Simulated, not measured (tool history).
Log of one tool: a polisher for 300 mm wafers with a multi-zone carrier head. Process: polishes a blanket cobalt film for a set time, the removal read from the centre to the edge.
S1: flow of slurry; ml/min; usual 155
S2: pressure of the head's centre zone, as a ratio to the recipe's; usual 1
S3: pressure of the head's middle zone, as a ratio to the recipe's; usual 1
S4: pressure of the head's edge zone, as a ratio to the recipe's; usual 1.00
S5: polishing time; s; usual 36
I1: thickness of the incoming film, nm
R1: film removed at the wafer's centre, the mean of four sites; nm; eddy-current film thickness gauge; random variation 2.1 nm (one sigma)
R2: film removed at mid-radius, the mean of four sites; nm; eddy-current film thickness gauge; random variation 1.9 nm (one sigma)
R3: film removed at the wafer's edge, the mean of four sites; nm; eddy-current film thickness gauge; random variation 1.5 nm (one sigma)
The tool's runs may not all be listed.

| run | hour | S1 | S2 | S3 | S4 | S5 | I1 | R1 | R2 | R3 |
|---|---|---|---|---|---|---|---|---|---|---|
| 1 | 0.0 | 155 | 1 | 1 | 1.00 | 36 | 1015.5 | 211.9 | 212.7 | 223.7 |
| 2 | 12.0 | 155 | 1 | 1 | 1.00 | 36 | 1022.8 | 205.3 | 213.5 | 223.3 |
| 3 | 19.9 | 155 | 1 | 1 | 1.00 | 36 | 1033.9 | 207.4 | 213.4 | 221.4 |
| 4 | 27.5 | 185 | 1 | 1 | 0.96 | 36 | 1012.5 | 218.0 | 224.6 | 229.8 |
| 5 | 39.5 | 185 | 1 | 1 | 0.96 | 36 | 1044.0 | 214.7 | 223.6 | 226.7 |
|  | 52.0 | centre zone pressure recalibrated |
| 6 | 57.1 | 185 | 1 | 1 | 0.96 | 36 | 1034.9 | 213.4 | 221.6 | 227.6 |
|  | 62.5 | worn pad replaced by a new one |
| 7 | 63.3 | 155 | 1 | 1 | 1.03 | 36 | 1010.2 | 203.8 | 210.0 | 223.1 |
|  | 73.2 | carrier head's membrane replaced by a new one, of another model than before |
| 8 | 73.7 | 155 | 1 | 1 | 1.00 | 36 | 1026.2 | 205.9 | 211.5 | 223.3 |

Forecast run 9:
| 9 | 79.7 | 110 | 1 | 1 | 1.00 | 27 | 1036.6 | ? | ? | ? |

Run 9 gave R1 133.6 nm, R2 139.3 nm, R3 153.2 nm.
Without the tool's hidden state the same run would have given R1 157.6 nm, R2 160.3 nm, R3 168.0 nm.
